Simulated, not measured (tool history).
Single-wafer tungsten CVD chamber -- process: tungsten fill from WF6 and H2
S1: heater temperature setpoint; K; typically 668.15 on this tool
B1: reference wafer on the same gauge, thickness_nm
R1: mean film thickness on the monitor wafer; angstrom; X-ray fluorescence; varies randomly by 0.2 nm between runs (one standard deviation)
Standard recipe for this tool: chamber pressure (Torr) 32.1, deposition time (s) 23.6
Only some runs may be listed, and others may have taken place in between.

{"run": 1, "day": 0.0, "S1": 664.15, "chamber pressure (Torr)": 32.1, "deposition time (s)": 23.6, "B1": 69.501, "R1": 567.51}
{"run": 2, "day": 1.433, "S1": 664.15, "chamber pressure (Torr)": 32.1, "deposition time (s)": 23.6, "B1": 69.336, "R1": 567.6}
{"run": 3, "day": 3.896, "S1": 668.15, "chamber pressure (Torr)": 32.1, "deposition time (s)": 23.6, "B1": 69.324, "R1": 602.77}
{"run": 4, "day": 5.579, "S1": 668.15, "chamber pressure (Torr)": 32.1, "deposition time (s)": 23.6, "B1": 69.302, "R1": 606.32}
{"run": 5, "day": 6.912, "S1": 668.15, "chamber pressure (Torr)": 32.1, "deposition time (s)": 23.6, "B1": 69.177, "R1": 600.67}
{"run": 6, "day": 9.658, "S1": 668.15, "chamber pressure (Torr)": 32.1, "deposition time (s)": 23.6, "B1": 69.214, "R1": 601.83}
{"run": 7, "day": 12.312, "S1": 668.15, "chamber pressure (Torr)": 32.1, "deposition time (s)": 21.7, "B1": 69.192, "R1": 553.89}
{"run": 8, "day": 13.721, "S1": 668.15, "chamber pressure (Torr)": 32.1, "deposition time (s)": 23.6, "B1": 69.117, "R1": 603.3}
{"day": 15.204, "done": "gauge calibrated"}
{"run": 9, "day": 15.4, "S1": 668.15, "chamber pressure (Torr)": 32.1, "deposition time (s)": 23.6, "B1": 71.096, "R1": 621.27}
{"run": 10, "day": 17.192, "S1": 668.15, "chamber pressure (Torr)": 32.1, "deposition time (s)": 23.6, "B1": 70.772, "R1": 616.25}
{"run": 11, "day": 19.7, "S1": 668.15, "chamber pressure (Torr)": 32.1, "deposition time (s)": 23.6, "B1": 70.44, "R1": 615.66}
{"run": 12, "day": 22.129, "S1": 656.15, "chamber pressure (Torr)": 39.8, "deposition time (s)": 23.6, "B1": 70.103, "R1": 571.54}
{"run": 13, "day": 23.925, "S1": 655.15, "chamber pressure (Torr)": 32.1, "deposition time (s)": 28.0, "B1": 69.931, "R1": 581.9}
{"day": 24.55, "done": "thermocouple changed; heater temperature recalibrated"}
{"run": 14, "day": 26.867, "S1": 654.15, "chamber pressure (Torr)": 30.1, "deposition time (s)": 19.2, "B1": 69.687, "R1": 373.39}
{"day": 27.375, "done": "capacitance manometer re-zeroed and calibrated"}
{"run": 15, "day": 28.2, "S1": 668.15, "chamber pressure (Torr)": 32.1, "deposition time (s)": 23.6, "B1": 69.639, "R1": 609.37}
{"run": 16, "day": 29.258, "S1": 668.15, "chamber pressure (Torr)": 35.7, "deposition time (s)": 26.8, "B1": 69.504, "R1": 740.07}
{"day": 29.95, "done": "showerhead replaced"}
{"run": 17, "day": 31.633, "S1": 673.15, "chamber pressure (Torr)": 28.1, "deposition time (s)": 23.6, "B1": 69.437, "R1": 599.51}
{"run": 18, "day": 33.604, "S1": 668.15, "chamber pressure (Torr)": 32.1, "deposition time (s)": 25.2, "B1": 69.209, "R1": 644.31}
{"run": 19, "day": 34.912, "S1": 654.15, "chamber pressure (Torr)": 30.1, "deposition time (s)": 19.2, "B1": 69.132, "R1": 368.89}
{"run": 20, "day": 36.304, "S1": 668.15, "chamber pressure (Torr)": 32.1, "deposition time (s)": 23.6, "B1": 69.044, "R1": 603.28}
{"run": 21, "day": 38.933, "S1": 668.15, "chamber pressure (Torr)": 36.6, "deposition time (s)": 23.6, "B1": 69.027, "R1": 655.72}
{"run": 22, "day": 40.721, "S1": 674.15, "chamber pressure (Torr)": 36.1, "deposition time (s)": 19.7, "B1": 68.989, "R1": 597.98}

The tool's hidden state at each run:
wafer temperature above the value expected at the setpoint (K): 0, the same for each run
true pressure above the setpoint (%): 0, the same for each run
H1: gauge reads high (%)
run=1 H1=-2.42
run=2 H1=-2.47
run=3 H1=-2.55
run=4 H1=-2.6
run=5 H1=-2.64
run=6 H1=-2.7
run=7 H1=-2.74
run=8 H1=-2.76
run=9 H1=0.0582
run=10 H1=-0.399
run=11 H1=-0.942
run=12 H1=-1.37
run=13 H1=-1.65
run=14 H1=-2.02
run=15 H1=-2.16
run=16 H1=-2.26
run=17 H1=-2.46
run=18 H1=-2.6
run=19 H1=-2.69
run=20 H1=-2.76
run=21 H1=-2.89
run=22 H1=-2.97
